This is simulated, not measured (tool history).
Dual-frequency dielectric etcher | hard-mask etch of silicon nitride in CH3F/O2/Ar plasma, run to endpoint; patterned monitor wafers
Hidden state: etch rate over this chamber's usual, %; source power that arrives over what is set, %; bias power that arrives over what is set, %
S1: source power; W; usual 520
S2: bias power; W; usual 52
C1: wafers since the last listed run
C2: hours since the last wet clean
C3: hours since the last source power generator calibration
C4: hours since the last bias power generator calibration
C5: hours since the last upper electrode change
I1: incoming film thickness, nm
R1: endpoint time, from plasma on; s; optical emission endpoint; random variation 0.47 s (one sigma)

{"run": 1, "hour": 0.0, "S1": 600, "S2": 52, "C1": 0, "C2": 183.2, "C3": 3973.4, "C4": 3200.9, "C5": 3678.7, "I1": 43.42, "R1": 58.0}
{"run": 2, "hour": 22.6, "S1": 600, "S2": 52, "C1": 262, "C2": 205.8, "C3": 3996.0, "C4": 3223.5, "C5": 3701.3, "I1": 43.38, "R1": 57.8}
{"run": 3, "hour": 43.8, "S1": 600, "S2": 52, "C1": 246, "C2": 227.0, "C3": 4017.2, "C4": 3244.7, "C5": 3722.5, "I1": 43.44, "R1": 58.0}
{"run": 4, "hour": 57.6, "S1": 520, "S2": 52, "C1": 160, "C2": 240.8, "C3": 4031.0, "C4": 3258.5, "C5": 3736.3, "I1": 43.38, "R1": 59.7}
{"run": 5, "hour": 139.1, "S1": 520, "S2": 52, "C1": 946, "C2": 322.3, "C3": 4112.5, "C4": 3340.0, "C5": 3817.8, "I1": 43.38, "R1": 59.1}
{"run": 6, "hour": 172.0, "S1": 520, "S2": 52, "C1": 382, "C2": 355.2, "C3": 4145.4, "C4": 3372.9, "C5": 3850.7, "I1": 43.5, "R1": 59.6}
{"run": 7, "hour": 197.4, "S1": 520, "S2": 52, "C1": 295, "C2": 380.6, "C3": 4170.8, "C4": 3398.3, "C5": 3876.1, "I1": 43.14, "R1": 59.8}
{"run": 8, "hour": 223.4, "S1": 480, "S2": 56, "C1": 302, "C2": 406.6, "C3": 4196.8, "C4": 3424.3, "C5": 3902.1, "I1": 43.12, "R1": 58.5}
{"hour": 258.5, "done": "upper electrode replaced"}
{"run": 9, "hour": 259.0, "S1": 590, "S2": 60, "C1": 134, "C2": 442.2, "C3": 4232.4, "C4": 3459.9, "C5": 0.5, "I1": 43.15, "R1": 53.5}
{"hour": 283.5, "done": "source power generator calibrated"}
{"run": 10, "hour": 284.0, "S1": 600, "S2": 61, "C1": 243, "C2": 467.2, "C3": 0.5, "C4": 3484.9, "C5": 25.5, "I1": 43.43, "R1": 53.5}
{"hour": 306.3, "done": "bias power generator calibrated"}
{"hour": 312.6, "done": "wet clean of the chamber"}
{"run": 11, "hour": 313.1, "S1": 400, "S2": 47, "C1": 219, "C2": 0.5, "C3": 29.6, "C4": 6.8, "C5": 54.6, "I1": 42.81, "R1": 68.3}
{"run": 12, "hour": 313.4, "S1": 600, "S2": 52, "C1": 3, "C2": 0.8, "C3": 29.9, "C4": 7.1, "C5": 54.9, "I1": 43.45, "R1": 59.8}

Run 13 comes next. What will it give?
{"run": 13, "hour": 341.5, "S1": 570, "S2": 52, "C1": 326, "C2": 28.9, "C3": 58.0, "C4": 35.2, "C5": 83.0, "I1": 43.0, "R1": "?"}

{"run 13": {"R1": 59.7}}
Without the tool's hidden state the same run would have given R1 59.9 s.
